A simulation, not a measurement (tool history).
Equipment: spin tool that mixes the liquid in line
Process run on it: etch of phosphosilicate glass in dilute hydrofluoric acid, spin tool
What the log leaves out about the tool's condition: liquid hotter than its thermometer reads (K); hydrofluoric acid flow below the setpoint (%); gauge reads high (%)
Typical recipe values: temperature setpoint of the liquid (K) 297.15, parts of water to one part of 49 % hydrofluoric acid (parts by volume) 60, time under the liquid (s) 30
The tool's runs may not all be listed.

run	hour	temperature setpoint of the liquid (K)	parts of water to one part of 49 % hydrofluoric acid (parts by volume)	time under the liquid (s)	wafers since the last listed run	hours since the thermometer was replaced	hours since the hydrofluoric acid flow meter was replaced	hours since the gauge calibration	read-back film thickness of the phosphosilicate glass reference wafer, read on the same gauge (nm)	thickness taken off the phosphosilicate glass on a monitor wafer (nm)
1	0.0	297.15	60	30	0	345.7	1160.4	132.1	110.04	39.08
2	26.7	297.15	70	30	383	372.4	1187.1	158.8	109.97	32.89
3	53.0	297.15	70	30	377	398.7	1213.4	185.1	110.03	32.39
4	229.8	297.15	60	30	2538	575.5	1390.2	361.9	109.96	38.06
5	255.1	297.15	60	30	363	600.8	1415.5	387.2	110.01	38.10
6	378.1	297.15	60	30	1765	723.8	1538.5	510.2	110.02	38.00
# hour 443.1: thermometer replaced
7	446.5	297.15	60	30	967	3.4	1606.9	578.6	109.98	38.01
# hour 492.7: hydrofluoric acid flow meter replaced
8	509.1	294.65	60	30	884	66.0	16.4	641.2	109.95	36.87
9	567.9	294.65	60	30	844	124.8	75.2	700.0	109.99	36.43
10	606.7	294.65	60	30	556	163.6	114.0	738.8	110.00	36.65
11	664.2	297.15	60	30	825	221.1	171.5	796.3	109.99	40.63
12	706.6	297.15	60	30	608	263.5	213.9	838.7	110.00	40.06
13	839.4	297.15	60	15	1906	396.3	346.7	971.5	109.97	20.03
14	889.2	297.15	70	15	714	446.1	396.5	1021.3	110.02	16.97
15	1029.4	297.15	45	30	2012	586.3	536.7	1161.5	109.97	54.29
16	1070.5	297.15	70	50	590	627.4	577.8	1202.6	110.04	56.22

Forecast run 17:
17	1101.8	299.65	70	15	449	658.7	609.1	1233.9	?	?

{"run 17": {"read-back film thickness of the phosphosilicate glass reference wafer, read on the same gauge (nm)": 110.03, "thickness taken off the phosphosilicate glass on a monitor wafer (nm)": 18.71}}
The same run, on a tool lacking any hidden state, would have yielded thickness taken off the phosphosilicate glass on a monitor wafer (nm) 19.06.

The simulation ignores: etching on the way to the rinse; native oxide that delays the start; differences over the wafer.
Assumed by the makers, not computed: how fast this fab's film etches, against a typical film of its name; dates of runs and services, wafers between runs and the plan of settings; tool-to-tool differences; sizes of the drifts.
